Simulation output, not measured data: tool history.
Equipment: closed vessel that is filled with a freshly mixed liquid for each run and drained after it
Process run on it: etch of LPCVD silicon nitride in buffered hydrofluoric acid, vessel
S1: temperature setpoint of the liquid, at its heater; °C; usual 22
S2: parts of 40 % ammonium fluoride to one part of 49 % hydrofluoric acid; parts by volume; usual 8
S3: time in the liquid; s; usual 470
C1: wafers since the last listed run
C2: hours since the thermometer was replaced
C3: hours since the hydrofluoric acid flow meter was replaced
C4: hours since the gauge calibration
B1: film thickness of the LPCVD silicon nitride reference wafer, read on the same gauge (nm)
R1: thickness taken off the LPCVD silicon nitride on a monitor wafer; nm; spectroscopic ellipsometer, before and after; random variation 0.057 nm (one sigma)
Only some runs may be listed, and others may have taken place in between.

| run | hour | S1 | S2 | S3 | C1 | C2 | C3 | C4 | B1 | R1 |
|---|---|---|---|---|---|---|---|---|---|---|
| 1 | 0 | 18.5 | 5.5 | 470 | 0 | 601 | 1651.1 | 14.3 | 79.99 | 9.14 |
| 2 | 32.1 | 18.5 | 5.5 | 470 | 3223 | 633.1 | 1683.2 | 46.4 | 80 | 9.33 |
| 3 | 67.3 | 18.5 | 5.5 | 470 | 3534 | 668.3 | 1718.4 | 81.6 | 79.96 | 9.38 |
| 4 | 86 | 22 | 8 | 470 | 1877 | 687 | 1737.1 | 100.3 | 80 | 7.88 |
| 5 | 134.5 | 24.5 | 8 | 565 | 4870 | 735.5 | 1785.6 | 148.8 | 80.02 | 11.22 |
| 6 | 155.6 | 22 | 8 | 650 | 2118 | 756.6 | 1806.7 | 169.9 | 80.01 | 11.31 |
|  | 160.7 | thermometer replaced |
| 7 | 172.1 | 22 | 8 | 650 | 1556 | 11.4 | 1823.2 | 186.4 | 79.99 | 9.78 |
| 8 | 185.8 | 22 | 8 | 650 | 1375 | 25.1 | 1836.9 | 200.1 | 79.98 | 9.67 |
| 9 | 207.4 | 18.5 | 9 | 275 | 2169 | 46.7 | 1858.5 | 221.7 | 80 | 2.99 |
| 10 | 223.7 | 22 | 8 | 470 | 1636 | 63 | 1874.8 | 238 | 79.99 | 7.07 |
|  | 252.4 | hydrofluoric acid flow meter replaced |
| 11 | 254.2 | 20 | 5.5 | 470 | 2962 | 93.5 | 1.8 | 268.5 | 79.99 | 9.06 |
| 12 | 269.6 | 19 | 6 | 250 | 1546 | 108.9 | 17.2 | 283.9 | 79.99 | 4.25 |
| 13 | 288.4 | 22 | 9 | 565 | 1887 | 127.7 | 36 | 302.7 | 79.98 | 7.49 |
|  | 300.8 | gauge calibrated |
| 14 | 321.5 | 19.5 | 10 | 470 | 3323 | 160.8 | 69.1 | 20.7 | 80.02 | 5.2 |
| 15 | 355 | 25.5 | 9.5 | 625 | 3364 | 194.3 | 102.6 | 54.2 | 80.03 | 9.83 |
| 16 | 383.6 | 22 | 10 | 735 | 2871 | 222.9 | 131.2 | 82.8 | 79.97 | 9.37 |
| 17 | 407.5 | 22 | 9 | 470 | 2400 | 246.8 | 155.1 | 106.7 | 80.02 | 6.33 |

3 ways to go on from here, each from the tool as it stands after run 17. What would each give?
| A | 408.3 | 22 | 5.5 | 470 | 80 | 247.6 | 155.9 | 107.5 | ? | ? |
| B | 408.3 | 22 | 8 | 660 | 80 | 247.6 | 155.9 | 107.5 | ? | ? |
| C | 408.3 | 24 | 5.5 | 285 | 80 | 247.6 | 155.9 | 107.5 | ? | ? |

| run | B1 | R1 |
|---|---|---|
| A | 80.02 | 10.27 |
| B | 80.02 | 10.15 |
| C | 80.02 | 6.95 |
Without the tool's hidden state the same runs would have given:
| run | R1 |
|---|---|
| A | 9.84 |
| B | 9.72 |
| C | 6.66 |
